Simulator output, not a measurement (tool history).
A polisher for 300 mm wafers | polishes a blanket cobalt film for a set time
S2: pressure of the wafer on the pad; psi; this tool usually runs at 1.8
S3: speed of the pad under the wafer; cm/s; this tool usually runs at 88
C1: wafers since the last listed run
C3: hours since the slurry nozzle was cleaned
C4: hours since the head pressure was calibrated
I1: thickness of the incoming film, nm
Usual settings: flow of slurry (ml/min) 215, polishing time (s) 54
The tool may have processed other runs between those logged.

run 1 day=0 | flow_of_slurry_(ml/min)=215 S2=1.8 S3=88 polishing_time_(s)=54 | C1=0 wafers_polished_on_this_pad=260 C3=561.9 C4=399.3 | I1=1577.3 | film_removed_(Å)=2424
run 2 day=3.012 | flow_of_slurry_(ml/min)=215 S2=1.8 S3=88 polishing_time_(s)=54 | C1=595 wafers_polished_on_this_pad=855 C3=634.2 C4=471.6 | I1=1597.3 | film_removed_(Å)=2412
-- day=4.575 slurry nozzle cleaned
run 3 day=6.925 | flow_of_slurry_(ml/min)=215 S2=1.8 S3=88 polishing_time_(s)=54 | C1=764 wafers_polished_on_this_pad=1620 C3=56.4 C4=565.5 | I1=1567.6 | film_removed_(Å)=2412
-- day=10.408 head pressure recalibrated
run 4 day=10.471 | flow_of_slurry_(ml/min)=215 S2=1.8 S3=88 polishing_time_(s)=54 | C1=684 wafers_polished_on_this_pad=2304 C3=141.5 C4=1.5 | I1=1604 | film_removed_(Å)=2217
run 5 day=14.425 | flow_of_slurry_(ml/min)=215 S2=1.8 S3=88 polishing_time_(s)=54 | C1=781 wafers_polished_on_this_pad=3086 C3=236.4 C4=96.4 | I1=1597.5 | film_removed_(Å)=2311
run 6 day=16.021 | flow_of_slurry_(ml/min)=215 S2=1.8 S3=96 polishing_time_(s)=54 | C1=315 wafers_polished_on_this_pad=3401 C3=274.7 C4=134.7 | I1=1587.8 | film_removed_(Å)=2469
run 7 day=17.867 | flow_of_slurry_(ml/min)=215 S2=1.8 S3=96 polishing_time_(s)=54 | C1=364 wafers_polished_on_this_pad=3766 C3=319 C4=179 | I1=1579.5 | film_removed_(Å)=2564
run 8 day=20.308 | flow_of_slurry_(ml/min)=215 S2=1.8 S3=96 polishing_time_(s)=54 | C1=482 wafers_polished_on_this_pad=4248 C3=377.6 C4=237.6 | I1=1598 | film_removed_(Å)=2557
run 9 day=22.154 | flow_of_slurry_(ml/min)=215 S2=1.8 S3=88 polishing_time_(s)=48 | C1=364 wafers_polished_on_this_pad=4613 C3=421.9 C4=281.9 | I1=1605 | film_removed_(Å)=2099
run 10 day=23.654 | flow_of_slurry_(ml/min)=215 S2=1.8 S3=88 polishing_time_(s)=48 | C1=296 wafers_polished_on_this_pad=4909 C3=457.9 C4=317.9 | I1=1567.8 | film_removed_(Å)=2160
-- day=23.904 worn pad replaced by a new one
run 11 day=28.842 | flow_of_slurry_(ml/min)=215 S2=1.8 S3=88 polishing_time_(s)=54 | C1=992 wafers_polished_on_this_pad=975 C3=582.4 C4=442.4 | I1=1604.7 | film_removed_(Å)=2445
run 12 day=31.617 | flow_of_slurry_(ml/min)=215 S2=1.8 S3=88 polishing_time_(s)=54 | C1=548 wafers_polished_on_this_pad=1523 C3=649 C4=509 | I1=1596.9 | film_removed_(Å)=2439
-- day=33.338 slurry nozzle cleaned
run 13 day=33.758 | flow_of_slurry_(ml/min)=215 S2=1.8 S3=88 polishing_time_(s)=54 | C1=414 wafers_polished_on_this_pad=1938 C3=10.1 C4=560.4 | I1=1596.4 | film_removed_(Å)=2447
run 14 day=37.729 | flow_of_slurry_(ml/min)=215 S2=1.8 S3=88 polishing_time_(s)=54 | C1=784 wafers_polished_on_this_pad=2723 C3=105.4 C4=655.7 | I1=1586.8 | film_removed_(Å)=2491
run 15 day=39.8 | flow_of_slurry_(ml/min)=215 S2=1.8 S3=88 polishing_time_(s)=54 | C1=409 wafers_polished_on_this_pad=3132 C3=155.1 C4=705.4 | I1=1587.7 | film_removed_(Å)=2442
-- day=39.992 head pressure recalibrated
run 16 day=42.354 | flow_of_slurry_(ml/min)=215 S2=1.8 S3=88 polishing_time_(s)=54 | C1=488 wafers_polished_on_this_pad=3621 C3=216.4 C4=56.7 | I1=1574.8 | film_removed_(Å)=2320
run 17 day=44.525 | flow_of_slurry_(ml/min)=215 S2=1.8 S3=88 polishing_time_(s)=54 | C1=428 wafers_polished_on_this_pad=4050 C3=268.5 C4=108.8 | I1=1590.7 | film_removed_(Å)=2351
run 18 day=48 | flow_of_slurry_(ml/min)=215 S2=1.8 S3=106 polishing_time_(s)=54 | C1=686 wafers_polished_on_this_pad=4736 C3=351.9 C4=192.2 | I1=1585.4 | film_removed_(Å)=2905
-- day=50.783 worn pad replaced by a new one
run 19 day=51.65 | flow_of_slurry_(ml/min)=195 S2=1.8 S3=62 polishing_time_(s)=54 | C1=688 wafers_polished_on_this_pad=171 C3=439.5 C4=279.8 | I1=1564.5 | film_removed_(Å)=1799
run 20 day=53.333 | flow_of_slurry_(ml/min)=215 S2=1.3 S3=72 polishing_time_(s)=54 | C1=332 wafers_polished_on_this_pad=504 C3=479.9 C4=320.2 | I1=1595.8 | film_removed_(Å)=1463
run 21 day=55.667 | flow_of_slurry_(ml/min)=175 S2=1.2 S3=76 polishing_time_(s)=66 | C1=461 wafers_polished_on_this_pad=965 C3=535.9 C4=376.2 | I1=1602.6 | film_removed_(Å)=1735
run 22 day=58.117 | flow_of_slurry_(ml/min)=215 S2=1.8 S3=70 polishing_time_(s)=54 | C1=484 wafers_polished_on_this_pad=1449 C3=594.7 C4=435 | I1=1607.9 | film_removed_(Å)=1999
-- day=60.546 slurry nozzle cleaned
run 23 day=61.788 | flow_of_slurry_(ml/min)=215 S2=1.8 S3=88 polishing_time_(s)=54 | C1=717 wafers_polished_on_this_pad=2166 C3=29.8 C4=523.1 | I1=1606.2 | film_removed_(Å)=2484
run 24 day=65.083 | flow_of_slurry_(ml/min)=175 S2=1.2 S3=76 polishing_time_(s)=66 | C1=651 wafers_polished_on_this_pad=2817 C3=108.9 C4=602.2 | I1=1596.3 | film_removed_(Å)=1758
-- day=65.721 head pressure recalibrated
run 25 day=68.121 | flow_of_slurry_(ml/min)=190 S2=1.2 S3=118 polishing_time_(s)=68 | C1=583 wafers_polished_on_this_pad=3401 C3=181.8 C4=57.6 | I1=1585.3 | film_removed_(Å)=2478
run 26 day=71.612 | flow_of_slurry_(ml/min)=215 S2=2 S3=98 polishing_time_(s)=69 | C1=689 wafers_polished_on_this_pad=4091 C3=265.6 C4=141.4 | I1=1597.8 | film_removed_(Å)=3593
run 27 day=73.762 | flow_of_slurry_(ml/min)=215 S2=1.3 S3=88 polishing_time_(s)=54 | C1=424 wafers_polished_on_this_pad=4516 C3=317.2 C4=193 | I1=1592.3 | film_removed_(Å)=1657
-- day=75.517 worn pad replaced by a new one
run 28 day=77.025 | flow_of_slurry_(ml/min)=215 S2=1.4 S3=102 polishing_time_(s)=44 | C1=611 wafers_polished_on_this_pad=298 C3=395.5 C4=271.3 | I1=1610 | film_removed_(Å)=1765
run 29 day=79.833 | flow_of_slurry_(ml/min)=175 S2=1.8 S3=88 polishing_time_(s)=54 | C1=554 wafers_polished_on_this_pad=853 C3=462.9 C4=338.7 | I1=1590.3 | film_removed_(Å)=2349
run 30 day=83.279 | flow_of_slurry_(ml/min)=215 S2=1.8 S3=68 polishing_time_(s)=54 | C1=680 wafers_polished_on_this_pad=1534 C3=545.6 C4=421.4 | I1=1621.8 | film_removed_(Å)=1939
-- day=86.571 slurry nozzle cleaned
run 31 day=87.462 | flow_of_slurry_(ml/min)=270 S2=2.3 S3=60 polishing_time_(s)=71 | C1=818 wafers_polished_on_this_pad=2352 C3=21.4 C4=521.8 | I1=1600.1 | film_removed_(Å)=2971
-- day=89.158 head pressure recalibrated
run 32 day=89.658 | flow_of_slurry_(ml/min)=195 S2=1.8 S3=62 polishing_time_(s)=54 | C1=417 wafers_polished_on_this_pad=2770 C3=74.1 C4=12 | I1=1565.7 | film_removed_(Å)=1612
run 33 day=92.55 | flow_of_slurry_(ml/min)=215 S2=1.8 S3=60 polishing_time_(s)=46 | C1=571 wafers_polished_on_this_pad=3341 C3=143.5 C4=81.4 | I1=1575 | film_removed_(Å)=1403
-- day=101.317 worn pad replaced by a new one
run 34 day=105.671 | flow_of_slurry_(ml/min)=215 S2=1.8 S3=88 polishing_time_(s)=54 | C1=2559 wafers_polished_on_this_pad=860 C3=458.4 C4=396.3 | I1=1587.1 | film_removed_(Å)=2445
run 35 day=108.588 | flow_of_slurry_(ml/min)=170 S2=1.8 S3=116 polishing_time_(s)=54 | C1=576 wafers_polished_on_this_pad=1436 C3=528.4 C4=466.3 | I1=1572.8 | film_removed_(Å)=3104
-- day=113.675 slurry nozzle cleaned
-- day=118.896 head pressure recalibrated
run 36 day=120.608 | flow_of_slurry_(ml/min)=215 S2=1.4 S3=100 polishing_time_(s)=54 | C1=2350 wafers_polished_on_this_pad=3787 C3=166.4 C4=41.1 | I1=1613.3 | film_removed_(Å)=1979
-- day=125.221 worn pad replaced by a new one
run 37 day=129.854 | flow_of_slurry_(ml/min)=270 S2=1.8 S3=66 polishing_time_(s)=65 | C1=1794 wafers_polished_on_this_pad=915 C3=388.3 C4=263 | I1=1606 | film_removed_(Å)=2304

State the hidden condition of the tool at each of the runs:
removal rate lost through wear of the pad, %: 0 across all the runs
slurry flow missing at the pad, %: 0 across all the runs
H1: deviation of the head's pressure from its setpoint, %
run=1 H1=10.1
run=2 H1=10.7
run=3 H1=11.2
run=4 H1=0.0103
run=5 H1=4.61
run=6 H1=5.94
run=7 H1=7.21
run=8 H1=8.52
run=9 H1=9.3
run=10 H1=9.81
run=11 H1=11
run=12 H1=11.5
run=13 H1=11.7
run=14 H1=12
run=15 H1=12.1
run=16 H1=4.16
run=17 H1=6.29
run=18 H1=8.76
run=19 H1=10.5
run=20 H1=11.1
run=21 H1=11.7
run=22 H1=12.2
run=23 H1=12.8
run=24 H1=13.1
run=25 H1=2.61
run=26 H1=5.78
run=27 H1=7.19
run=28 H1=8.76
run=29 H1=9.7
run=30 H1=10.5
run=31 H1=11.2
run=32 H1=0.313
run=33 H1=3.7
run=34 H1=10.4
run=35 H1=10.9
run=36 H1=3.45
run=37 H1=10.3
